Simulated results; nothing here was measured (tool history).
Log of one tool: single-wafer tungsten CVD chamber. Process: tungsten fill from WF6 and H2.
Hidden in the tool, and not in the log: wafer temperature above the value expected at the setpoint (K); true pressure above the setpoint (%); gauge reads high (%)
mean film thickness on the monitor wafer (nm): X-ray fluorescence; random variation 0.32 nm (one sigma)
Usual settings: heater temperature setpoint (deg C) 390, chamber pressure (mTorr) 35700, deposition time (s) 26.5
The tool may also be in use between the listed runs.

| run | day | heater temperature setpoint (deg C) | chamber pressure (mTorr) | deposition time (s) | wafers since the last listed run | hours since the last thermocouple change | hours since the last manometer calibration | hours since the showerhead was replaced | hours since the gauge calibration | read-back reference wafer on the same gauge, thickness_nm | mean film thickness on the monitor wafer (nm) |
|---|---|---|---|---|---|---|---|---|---|---|---|
| 1 | 0.000 | 390 | 37500 | 26.5 | 0 | 1298.6 | 666.9 | 914.1 | 919.8 | 82.795 | 75.240 |
| 2 | 3.738 | 390 | 37500 | 26.5 | 1767 | 1388.3 | 756.6 | 1003.8 | 1009.5 | 82.768 | 75.073 |
| 3 | 6.712 | 390 | 33400 | 26.5 | 1406 | 1459.7 | 828.0 | 1075.2 | 1080.9 | 82.754 | 71.135 |
| 4 | 11.129 | 390 | 33400 | 26.5 | 2088 | 1565.7 | 934.0 | 1181.2 | 1186.9 | 82.828 | 71.095 |
| 5 | 14.517 | 390 | 33400 | 26.5 | 1601 | 1647.0 | 1015.3 | 1262.5 | 1268.2 | 82.662 | 70.460 |
| 6 | 18.525 | 381 | 35700 | 28.1 | 1895 | 1743.2 | 1111.5 | 1358.7 | 1364.4 | 82.872 | 66.903 |
|  | 21.504 | gauge calibrated |
| 7 | 22.692 | 381 | 35700 | 28.1 | 1969 | 1843.2 | 1211.5 | 1458.7 | 28.5 | 82.642 | 66.076 |
| 8 | 24.271 | 385 | 35700 | 26.5 | 746 | 1881.1 | 1249.4 | 1496.6 | 66.4 | 82.806 | 67.255 |
|  | 25.258 | thermocouple changed; heater temperature recalibrated |
| 9 | 27.521 | 385 | 35700 | 26.5 | 1378 | 54.3 | 1327.4 | 1574.6 | 144.4 | 82.752 | 67.409 |
| 10 | 30.888 | 390 | 35700 | 26.5 | 1591 | 135.1 | 1408.2 | 1655.4 | 225.2 | 82.796 | 72.886 |
| 11 | 34.162 | 390 | 35700 | 26.5 | 1548 | 213.7 | 1486.8 | 1734.0 | 303.8 | 82.723 | 72.683 |
| 12 | 36.333 | 390 | 35700 | 23.9 | 1026 | 265.8 | 1538.9 | 1786.1 | 355.9 | 82.848 | 65.384 |
| 13 | 39.108 | 390 | 35700 | 23.9 | 1311 | 332.4 | 1605.5 | 1852.7 | 422.5 | 82.646 | 65.218 |
| 14 | 43.154 | 390 | 35700 | 26.5 | 1912 | 429.5 | 1702.6 | 1949.8 | 519.6 | 82.758 | 72.806 |
| 15 | 47.250 | 390 | 35700 | 26.5 | 1936 | 527.8 | 1800.9 | 2048.1 | 617.9 | 82.764 | 72.299 |
| 16 | 51.583 | 390 | 35700 | 26.5 | 2048 | 631.8 | 1904.9 | 2152.1 | 721.9 | 82.859 | 72.412 |
| 17 | 54.546 | 390 | 35700 | 26.5 | 1400 | 702.9 | 1976.0 | 2223.2 | 793.0 | 82.842 | 71.959 |
| 18 | 59.342 | 400 | 40600 | 26.5 | 2267 | 818.0 | 2091.1 | 2338.3 | 908.1 | 82.922 | 89.945 |
|  | 61.879 | capacitance manometer re-zeroed and calibrated |
| 19 | 62.442 | 390 | 35700 | 28.8 | 1308 | 892.4 | 13.5 | 2412.7 | 982.5 | 82.780 | 81.185 |
| 20 | 64.208 | 390 | 30400 | 26.5 | 835 | 934.8 | 55.9 | 2455.1 | 1024.9 | 82.857 | 68.346 |
| 21 | 65.971 | 390 | 35700 | 26.5 | 833 | 977.1 | 98.2 | 2497.4 | 1067.2 | 82.740 | 73.828 |
| 22 | 69.300 | 397 | 38300 | 26.5 | 1573 | 1057.0 | 178.1 | 2577.3 | 1147.1 | 82.883 | 86.021 |
| 23 | 72.100 | 390 | 32500 | 26.5 | 1323 | 1124.2 | 245.3 | 2644.5 | 1214.3 | 82.883 | 70.483 |
| 24 | 76.250 | 397 | 35700 | 29.7 | 1962 | 1223.8 | 344.9 | 2744.1 | 1313.9 | 82.832 | 92.677 |
| 25 | 78.062 | 385 | 35700 | 26.5 | 856 | 1267.3 | 388.4 | 2787.6 | 1357.4 | 82.819 | 67.358 |
|  | 80.925 | gauge calibrated |
| 26 | 80.954 | 399 | 35700 | 26.5 | 1367 | 1336.7 | 457.8 | 2857.0 | 0.7 | 82.761 | 85.644 |
|  | 81.379 | showerhead replaced |
| 27 | 82.879 | 390 | 42300 | 26.5 | 752 | 1382.9 | 504.0 | 36.0 | 46.9 | 82.898 | 79.560 |
| 28 | 85.312 | 377 | 43100 | 26.5 | 1150 | 1441.3 | 562.4 | 94.4 | 105.3 | 82.871 | 63.987 |
| 29 | 86.892 | 381 | 29700 | 29.4 | 746 | 1479.2 | 600.3 | 132.3 | 143.2 | 82.758 | 64.517 |
| 30 | 91.258 | 379 | 35700 | 26.5 | 2064 | 1584.0 | 705.1 | 237.1 | 248.0 | 82.702 | 60.473 |
| 31 | 93.779 | 390 | 35700 | 26.5 | 1191 | 1644.5 | 765.6 | 297.6 | 308.5 | 82.869 | 73.613 |
| 32 | 96.950 | 390 | 32300 | 29.7 | 1499 | 1720.6 | 841.7 | 373.7 | 384.6 | 82.803 | 79.008 |
| 33 | 102.683 | 398 | 41900 | 30.4 | 2710 | 1858.2 | 979.3 | 511.3 | 522.2 | 82.897 | 102.857 |
|  | 103.938 | thermocouple changed; heater temperature recalibrated |
| 34 | 106.229 | 400 | 35700 | 23.4 | 1518 | 55.0 | 1064.4 | 596.4 | 607.3 | 82.760 | 76.108 |
| 35 | 115.258 | 390 | 40600 | 26.5 | 4268 | 271.7 | 1281.1 | 813.1 | 824.0 | 82.707 | 77.899 |

What if the next run were any one of these 3? Each begins from the tool's condition after run 35:
| A | 115.275 | 390 | 35700 | 26.5 | 7 | 272.1 | 1281.5 | 813.5 | 824.4 | ? | ? |
| B | 115.275 | 381 | 35700 | 26.5 | 7 | 272.1 | 1281.5 | 813.5 | 824.4 | ? | ? |
| C | 115.275 | 390 | 42300 | 30.1 | 7 | 272.1 | 1281.5 | 813.5 | 824.4 | ? | ? |

| run | read-back reference wafer on the same gauge, thickness_nm | mean film thickness on the monitor wafer (nm) |
|---|---|---|
| A | 82.758 | 73.099 |
| B | 82.758 | 62.502 |
| C | 82.758 | 89.706 |
Take away the tool's hidden state, keep each run's random variation, and the runs would have read:
| run | mean film thickness on the monitor wafer (nm) |
|---|---|
| A | 73.782 |
| B | 63.085 |
| C | 90.527 |

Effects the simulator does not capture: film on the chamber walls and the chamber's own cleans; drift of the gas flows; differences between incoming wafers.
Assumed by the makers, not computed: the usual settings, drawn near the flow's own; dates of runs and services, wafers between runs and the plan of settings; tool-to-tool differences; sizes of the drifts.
